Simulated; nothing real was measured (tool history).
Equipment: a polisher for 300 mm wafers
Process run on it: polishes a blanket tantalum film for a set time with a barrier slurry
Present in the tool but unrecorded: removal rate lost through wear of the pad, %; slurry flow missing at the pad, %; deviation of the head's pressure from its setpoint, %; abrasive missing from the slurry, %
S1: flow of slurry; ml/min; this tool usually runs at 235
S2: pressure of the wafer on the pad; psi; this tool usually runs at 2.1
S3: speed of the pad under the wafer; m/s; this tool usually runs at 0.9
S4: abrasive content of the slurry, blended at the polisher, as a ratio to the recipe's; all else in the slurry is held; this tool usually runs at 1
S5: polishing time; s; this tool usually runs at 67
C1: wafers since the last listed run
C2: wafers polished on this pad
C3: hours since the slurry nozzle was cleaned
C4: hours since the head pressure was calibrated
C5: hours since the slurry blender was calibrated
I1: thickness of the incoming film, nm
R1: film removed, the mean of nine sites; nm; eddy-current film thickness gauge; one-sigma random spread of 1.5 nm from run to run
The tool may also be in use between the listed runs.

run,hour,S1,S2,S3,S4,S5,C1,C2,C3,C4,C5,I1,R1
1,0,235,2.1,0.9,1,67,0,1013,649.3,1078.8,247.7,300.9,100.6
# hour 2.4: slurry nozzle cleaned
# hour 25.4: worn pad replaced by a new one
2,65.5,285,2.1,0.9,1,67,473,314,63.1,1144.3,313.2,301.3,117
3,117.7,285,2.1,0.9,1,67,408,722,115.3,1196.5,365.4,296.3,114.4
4,147.3,285,2.1,0.9,1,67,231,954,144.9,1226.1,395,300.8,113.3
# hour 167.4: worn pad replaced by a new one
5,185.1,235,2.1,0.9,1,62,264,138,182.7,1263.9,432.8,297.3,101.9
# hour 244.3: slurry blender recalibrated
6,247.3,235,2.1,0.9,1,62,471,609,244.9,1326.1,3,303.2,102.9
7,308.5,235,2.1,0.9,1,62,479,1088,306.1,1387.3,64.2,302.7,102.9
# hour 341.1: worn pad replaced by a new one
8,341.6,235,2.1,0.9,1,67,227,3,339.2,1420.4,97.3,301.4,109.3
# hour 385.8: head pressure recalibrated
9,408.4,235,1.4,1.14,1,67,507,511,406,22.6,164.1,301.4,86.4
10,474.3,170,2.1,0.9,1.2,67,515,1026,471.9,88.5,230,303.7,103.7
# hour 483.9: worn pad replaced by a new one
11,514.2,235,2.1,0.9,1.1,67,280,236,511.8,128.4,269.9,300.5,110.2
12,559.7,235,1.6,0.9,1.3,82,356,593,557.3,173.9,315.4,294.8,103.9
# hour 589.1: slurry nozzle cleaned
13,605.2,235,2.1,0.9,1,67,348,941,16.1,219.4,360.9,302,111.5
14,636,235,2.5,1,1,67,241,1182,46.9,250.2,391.7,301,146
# hour 661.3: worn pad replaced by a new one
15,685.3,260,2.1,0.9,1.15,79,354,187,96.2,299.5,441,299.6,142.4
16,751.4,235,2.7,1.2,1,67,517,705,162.3,365.6,507.1,299.3,183.9

Run 17, settings as shown, results not yet in. Your forecast:
# hour 788.2: slurry blender recalibrated
17,806.3,235,1.6,0.9,1,67,414,1119,217.2,420.5,18.1,299.2,?

Run 17 produced R1 84.3 nm.
Without the tool's hidden state the same run would have given R1 85.8 nm.

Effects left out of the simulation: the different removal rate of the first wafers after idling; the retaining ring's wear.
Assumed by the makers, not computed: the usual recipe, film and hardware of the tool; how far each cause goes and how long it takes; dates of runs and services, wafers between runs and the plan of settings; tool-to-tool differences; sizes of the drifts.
